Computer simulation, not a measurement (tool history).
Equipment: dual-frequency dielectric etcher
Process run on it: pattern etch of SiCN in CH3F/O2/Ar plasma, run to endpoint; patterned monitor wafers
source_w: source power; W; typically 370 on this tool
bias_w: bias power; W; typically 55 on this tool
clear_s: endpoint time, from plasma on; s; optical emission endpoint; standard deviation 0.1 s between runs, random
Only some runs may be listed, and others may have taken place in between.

| run | day | source_w | bias_w | incoming incoming film thickness, nm | clear_s |
|---|---|---|---|---|---|
| 1 | 0 | 370 | 55 | 8.56 | 26.8 |
| 2 | 3.9 | 370 | 55 | 8.55 | 26.8 |
| 3 | 5.692 | 370 | 55 | 8.53 | 26.7 |
| 4 | 9.65 | 370 | 55 | 8.45 | 26.9 |
| 5 | 13.046 | 420 | 55 | 8.54 | 25.2 |
|  | 13.867 | bias power generator calibrated |
| 6 | 15.529 | 420 | 55 | 8.49 | 25 |
|  | 16.817 | wet clean of the chamber, repeated, since the last time left the tool worse |
| 7 | 17.967 | 390 | 62 | 8.49 | 25.7 |
| 8 | 20.758 | 390 | 62 | 8.57 | 26 |
| 9 | 24.138 | 390 | 62 | 8.53 | 26.3 |
| 10 | 26.008 | 370 | 55 | 8.49 | 28.2 |
| 11 | 29.492 | 370 | 55 | 8.53 | 28.4 |
| 12 | 32.45 | 370 | 55 | 8.46 | 28.4 |
| 13 | 34.296 | 370 | 55 | 8.49 | 28.6 |
| 14 | 36.721 | 330 | 62 | 8.51 | 29.2 |
| 15 | 40.079 | 340 | 45 | 8.45 | 32.7 |
| 16 | 41.854 | 340 | 68 | 8.54 | 27.9 |
| 17 | 44.029 | 370 | 55 | 8.51 | 28.8 |
|  | 45.125 | wet clean of the chamber |
| 18 | 46.396 | 370 | 55 | 8.58 | 28.4 |
| 19 | 50.788 | 370 | 55 | 8.55 | 28.2 |
| 20 | 53.275 | 370 | 41 | 8.55 | 31.9 |
| 21 | 55.621 | 370 | 62 | 8.49 | 26.7 |
| 22 | 57.754 | 420 | 45 | 8.51 | 28.4 |
| 23 | 61.15 | 460 | 67 | 8.49 | 23 |
| 24 | 64.858 | 450 | 68 | 8.55 | 23.3 |
|  | 65.804 | source power generator calibrated |
| 25 | 66.688 | 320 | 51 | 8.46 | 32.1 |
|  | 70.117 | upper electrode replaced |
|  | 70.5 | wet clean of the chamber |
| 26 | 74.871 | 300 | 68 | 8.52 | 29.6 |
| 27 | 79.233 | 370 | 44 | 8.47 | 31 |
| 28 | 83.317 | 320 | 50 | 8.56 | 32.5 |
| 29 | 85.892 | 450 | 66 | 8.48 | 23.7 |
| 30 | 89.262 | 370 | 55 | 8.41 | 28.3 |
| 31 | 92.325 | 370 | 43 | 8.5 | 31.8 |
|  | 96.046 | bias power generator calibrated |
|  | 97.012 | wet clean of the chamber |
| 32 | 97.033 | 440 | 46 | 8.5 | 27.2 |
| 33 | 99.658 | 370 | 55 | 8.44 | 27.9 |
| 34 | 104.088 | 300 | 48 | 8.42 | 34.1 |
| 35 | 108.117 | 340 | 48 | 8.51 | 31.8 |

Below are 4 alternative next runs, each starting from the tool's condition after run 35. Predict each:
| A | 108.133 | 430 | 55 | 8.49 | ? |
| B | 108.133 | 370 | 49 | 8.49 | ? |
| C | 108.133 | 420 | 61 | 8.49 | ? |
| D | 108.133 | 370 | 47 | 8.49 | ? |

| run | clear_s |
|---|---|
| A | 26 |
| B | 29.8 |
| C | 25.3 |
| D | 30.3 |
Without the tool's unlogged condition, the same runs would have read:
| run | clear_s |
|---|---|
| A | 25.6 |
| B | 29.3 |
| C | 24.9 |
| D | 29.8 |
